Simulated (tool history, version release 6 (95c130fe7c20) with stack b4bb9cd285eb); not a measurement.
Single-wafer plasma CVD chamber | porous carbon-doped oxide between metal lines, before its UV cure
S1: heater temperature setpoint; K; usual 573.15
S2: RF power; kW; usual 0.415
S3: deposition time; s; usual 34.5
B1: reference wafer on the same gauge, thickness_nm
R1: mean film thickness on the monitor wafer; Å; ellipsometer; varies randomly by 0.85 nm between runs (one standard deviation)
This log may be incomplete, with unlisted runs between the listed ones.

run      day      S1     S2    S3       B1       R1
  1    0.000  573.15  0.415  34.5  167.634  1647.29
  2    2.533  573.15  0.415  34.5  168.173  1641.58
  3    4.150  573.15  0.415  34.5  167.934  1637.67
  4    7.892  573.15  0.415  34.5  167.951  1623.88
  5   11.142  573.15  0.415  39.0  168.035  1839.74
  6   13.667  573.15  0.415  34.5  167.940  1625.51
  7   15.538  573.15  0.415  34.5  168.012  1627.74
  8   18.900  573.15  0.415  34.5  168.025  1618.07
  9   23.204  573.15  0.415  34.5  167.884  1602.98
 10   25.842  573.15  0.415  34.5  168.035  1605.15
 11   27.962  573.15  0.415  34.5  168.043  1589.40
      30.492  -- RF generator calibrated
 12   32.021  573.15  0.395  34.5  167.845  1591.74
 13   35.296  563.15  0.415  34.5  167.825  1772.87
 14   37.779  563.15  0.415  34.5  168.000  1753.31
 15   41.875  573.15  0.460  34.5  168.206  1784.54
      48.671  -- gauge calibrated
 16   50.929  573.15  0.360  34.5  168.522  1463.33
 17   54.329  573.15  0.415  34.5  167.660  1648.14
 18   57.129  573.15  0.415  34.5  168.022  1654.06
 19   60.925  582.15  0.480  34.5  167.834  1752.10
 20   74.008  565.15  0.355  31.1  167.566  1361.47
      78.021  -- showerhead replaced
 21   78.425  573.15  0.415  36.9  167.938  1719.02
 22   81.004  573.15  0.415  34.5  167.792  1602.92
      82.508  -- thermocouple changed; heater temperature recalibrated
 23   83.571  573.15  0.480  30.2  168.204  1579.33
 24   86.062  568.15  0.475  28.2  168.014  1508.94
 25   89.354  573.15  0.415  34.5  167.853  1580.45
 26   92.179  573.15  0.415  34.5  167.701  1580.64
 27   93.988  569.15  0.485  31.7  167.619  1685.16
      96.121  -- RF generator calibrated
 28  106.121  573.15  0.370  34.5  167.984  1503.12
 29  109.517  573.15  0.415  34.5  168.209  1652.99
 30  111.121  568.15  0.415  34.5  168.277  1717.18
 31  115.317  573.15  0.440  39.3  168.152  1973.08
 32  117.117  560.15  0.360  31.5  168.266  1479.35
 33  120.746  573.15  0.415  34.5  168.127  1663.32
 34  122.321  587.15  0.415  30.8  168.242  1350.29

Predict each of these 4 candidate next runs independently; none follows another, all start after run 34:
  A  122.338  573.15  0.415  34.5   ?   ?
  B  122.338  582.15  0.490  34.5   ?   ?
  C  122.338  587.15  0.375  34.5   ?   ?
  D  122.338  566.15  0.495  37.5   ?   ?

run       B1       R1
  A  168.064  1641.79
  B  168.064  1766.62
  C  168.064  1382.52
  D  168.064  2139.76
Stripped of hidden state, with their random variation kept, the same runs would have yielded:
run       R1
  A  1665.30
  B  1788.59
  C  1403.01
  D  2166.37

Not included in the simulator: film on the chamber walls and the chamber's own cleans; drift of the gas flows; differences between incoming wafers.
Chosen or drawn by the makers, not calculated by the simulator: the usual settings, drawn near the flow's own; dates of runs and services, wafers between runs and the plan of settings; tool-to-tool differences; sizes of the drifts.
